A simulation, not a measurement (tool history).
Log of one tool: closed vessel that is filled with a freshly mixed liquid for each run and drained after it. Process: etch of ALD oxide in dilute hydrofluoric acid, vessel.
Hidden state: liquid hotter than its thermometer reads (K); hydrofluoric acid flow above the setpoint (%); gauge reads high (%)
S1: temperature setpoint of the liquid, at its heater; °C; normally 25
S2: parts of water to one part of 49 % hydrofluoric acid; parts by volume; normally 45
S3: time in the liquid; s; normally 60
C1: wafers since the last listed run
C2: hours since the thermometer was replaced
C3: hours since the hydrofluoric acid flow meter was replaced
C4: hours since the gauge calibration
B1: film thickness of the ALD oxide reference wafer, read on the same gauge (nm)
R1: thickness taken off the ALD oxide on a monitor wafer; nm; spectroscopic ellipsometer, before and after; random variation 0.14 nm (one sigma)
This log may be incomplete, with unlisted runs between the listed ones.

{"run": 1, "hour": 0.0, "S1": 21.5, "S2": 45, "S3": 60, "C1": 0, "C2": 705.3, "C3": 1347.3, "C4": 714.9, "B1": 60.01, "R1": 24.53}
{"run": 2, "hour": 34.9, "S1": 25, "S2": 45, "S3": 60, "C1": 3077, "C2": 740.2, "C3": 1382.2, "C4": 749.8, "B1": 59.99, "R1": 28.09}
{"run": 3, "hour": 57.7, "S1": 25, "S2": 45, "S3": 60, "C1": 2010, "C2": 763, "C3": 1405, "C4": 772.6, "B1": 60, "R1": 28.32}
{"run": 4, "hour": 78.0, "S1": 25, "S2": 40, "S3": 60, "C1": 1789, "C2": 783.3, "C3": 1425.3, "C4": 792.9, "B1": 59.98, "R1": 32.25}
{"run": 5, "hour": 112.6, "S1": 25, "S2": 40, "S3": 60, "C1": 3050, "C2": 817.9, "C3": 1459.9, "C4": 827.5, "B1": 60.02, "R1": 31.94}
{"run": 6, "hour": 129.1, "S1": 25, "S2": 40, "S3": 60, "C1": 1454, "C2": 834.4, "C3": 1476.4, "C4": 844, "B1": 60.01, "R1": 32.21}
{"run": 7, "hour": 160.1, "S1": 25, "S2": 45, "S3": 60, "C1": 2733, "C2": 865.4, "C3": 1507.4, "C4": 875, "B1": 60.01, "R1": 28.55}
{"run": 8, "hour": 179.4, "S1": 25, "S2": 45, "S3": 60, "C1": 1701, "C2": 884.7, "C3": 1526.7, "C4": 894.3, "B1": 60, "R1": 28.29}
{"run": 9, "hour": 213.8, "S1": 25, "S2": 50, "S3": 60, "C1": 3032, "C2": 919.1, "C3": 1561.1, "C4": 928.7, "B1": 60.01, "R1": 25.59}
{"run": 10, "hour": 240.7, "S1": 25, "S2": 50, "S3": 60, "C1": 2371, "C2": 946, "C3": 1588, "C4": 955.6, "B1": 60, "R1": 25.42}
{"run": 11, "hour": 258.1, "S1": 25, "S2": 50, "S3": 60, "C1": 1534, "C2": 963.4, "C3": 1605.4, "C4": 973, "B1": 59.99, "R1": 25.37}
{"run": 12, "hour": 282.3, "S1": 22, "S2": 45, "S3": 70, "C1": 2133, "C2": 987.6, "C3": 1629.6, "C4": 997.2, "B1": 59.99, "R1": 29.47}
{"hour": 292.4, "done": "thermometer replaced"}
{"hour": 301.5, "done": "gauge calibrated"}
{"run": 13, "hour": 312.4, "S1": 22, "S2": 45, "S3": 70, "C1": 2565, "C2": 20, "C3": 1659.7, "C4": 10.9, "B1": 59.99, "R1": 29.51}
{"run": 14, "hour": 344.3, "S1": 22, "S2": 45, "S3": 70, "C1": 2812, "C2": 51.9, "C3": 1691.6, "C4": 42.8, "B1": 60, "R1": 29.65}
{"run": 15, "hour": 373.2, "S1": 25, "S2": 45, "S3": 60, "C1": 2548, "C2": 80.8, "C3": 1720.5, "C4": 71.7, "B1": 60, "R1": 28.4}
{"hour": 375.8, "done": "hydrofluoric acid flow meter replaced"}
{"run": 16, "hour": 393.7, "S1": 25, "S2": 45, "S3": 60, "C1": 1719, "C2": 101.3, "C3": 17.9, "C4": 92.2, "B1": 60.01, "R1": 26.45}
{"run": 17, "hour": 414.5, "S1": 22, "S2": 60, "S3": 30, "C1": 1833, "C2": 122.1, "C3": 38.7, "C4": 113, "B1": 59.98, "R1": 8.53}
{"run": 18, "hour": 442.7, "S1": 25, "S2": 45, "S3": 60, "C1": 2486, "C2": 150.3, "C3": 66.9, "C4": 141.2, "B1": 60, "R1": 26.51}
{"run": 19, "hour": 477.0, "S1": 21.5, "S2": 45, "S3": 50, "C1": 3024, "C2": 184.6, "C3": 101.2, "C4": 175.5, "B1": 60.01, "R1": 19.05}
{"run": 20, "hour": 508.5, "S1": 29, "S2": 50, "S3": 60, "C1": 2777, "C2": 216.1, "C3": 132.7, "C4": 207, "B1": 60.02, "R1": 27.7}
{"run": 21, "hour": 543.6, "S1": 28, "S2": 30, "S3": 80, "C1": 3094, "C2": 251.2, "C3": 167.8, "C4": 242.1, "B1": 59.97, "R1": 62.03}
{"run": 22, "hour": 560.9, "S1": 29, "S2": 60, "S3": 90, "C1": 1525, "C2": 268.5, "C3": 185.1, "C4": 259.4, "B1": 59.99, "R1": 34.6}
{"run": 23, "hour": 573.6, "S1": 25, "S2": 45, "S3": 60, "C1": 1119, "C2": 281.2, "C3": 197.8, "C4": 272.1, "B1": 60.02, "R1": 26.47}
{"run": 24, "hour": 592.6, "S1": 25, "S2": 45, "S3": 60, "C1": 1675, "C2": 300.2, "C3": 216.8, "C4": 291.1, "B1": 59.99, "R1": 26.55}
{"run": 25, "hour": 622.8, "S1": 25, "S2": 45, "S3": 30, "C1": 2662, "C2": 330.4, "C3": 247, "C4": 321.3, "B1": 60.01, "R1": 13.28}
{"run": 26, "hour": 650.2, "S1": 22, "S2": 45, "S3": 70, "C1": 2415, "C2": 357.8, "C3": 274.4, "C4": 348.7, "B1": 60, "R1": 27.69}
{"run": 27, "hour": 680.3, "S1": 28.5, "S2": 65, "S3": 45, "C1": 2653, "C2": 387.9, "C3": 304.5, "C4": 378.8, "B1": 59.99, "R1": 15.67}
{"run": 28, "hour": 704.4, "S1": 23.5, "S2": 30, "S3": 30, "C1": 2124, "C2": 412, "C3": 328.6, "C4": 402.9, "B1": 60.02, "R1": 19.17}
{"run": 29, "hour": 727.2, "S1": 27.5, "S2": 45, "S3": 60, "C1": 2010, "C2": 434.8, "C3": 351.4, "C4": 425.7, "B1": 60.01, "R1": 29.73}
{"run": 30, "hour": 757.7, "S1": 21, "S2": 45, "S3": 80, "C1": 2689, "C2": 465.3, "C3": 381.9, "C4": 456.2, "B1": 60.02, "R1": 30.29}
{"run": 31, "hour": 770.9, "S1": 30, "S2": 45, "S3": 60, "C1": 1163, "C2": 478.5, "C3": 395.1, "C4": 469.4, "B1": 59.99, "R1": 32.94}
{"run": 32, "hour": 796.5, "S1": 28.5, "S2": 25, "S3": 40, "C1": 2257, "C2": 504.1, "C3": 420.7, "C4": 495, "B1": 59.99, "R1": 38.91}
{"run": 33, "hour": 828.9, "S1": 25, "S2": 45, "S3": 60, "C1": 2856, "C2": 536.5, "C3": 453.1, "C4": 527.4, "B1": 60.02, "R1": 26.98}
{"run": 34, "hour": 847.9, "S1": 21.5, "S2": 40, "S3": 60, "C1": 1675, "C2": 555.5, "C3": 472.1, "C4": 546.4, "B1": 60.01, "R1": 26.62}

Predict each of these 4 candidate next runs independently; none follows another, all start after run 34:
{"run": "A", "hour": 848.6, "S1": 25, "S2": 45, "S3": 40, "C1": 61, "C2": 556.2, "C3": 472.8, "C4": 547.1, "B1": "?", "R1": "?"}
{"run": "B", "hour": 848.6, "S1": 29.5, "S2": 35, "S3": 80, "C1": 61, "C2": 556.2, "C3": 472.8, "C4": 547.1, "B1": "?", "R1": "?"}
{"run": "C", "hour": 848.6, "S1": 28, "S2": 65, "S3": 45, "C1": 61, "C2": 556.2, "C3": 472.8, "C4": 547.1, "B1": "?", "R1": "?"}
{"run": "D", "hour": 848.6, "S1": 21, "S2": 45, "S3": 60, "C1": 61, "C2": 556.2, "C3": 472.8, "C4": 547.1, "B1": "?", "R1": "?"}

run=A B1=60.01 R1=18.08
run=B B1=60.01 R1=56.58
run=C B1=60.01 R1=15.46
run=D B1=60.01 R1=22.95
Without the tool's hidden state the same runs would have given:
run=A R1=17.65
run=B R1=55.25
run=C R1=15.08
run=D R1=22.41
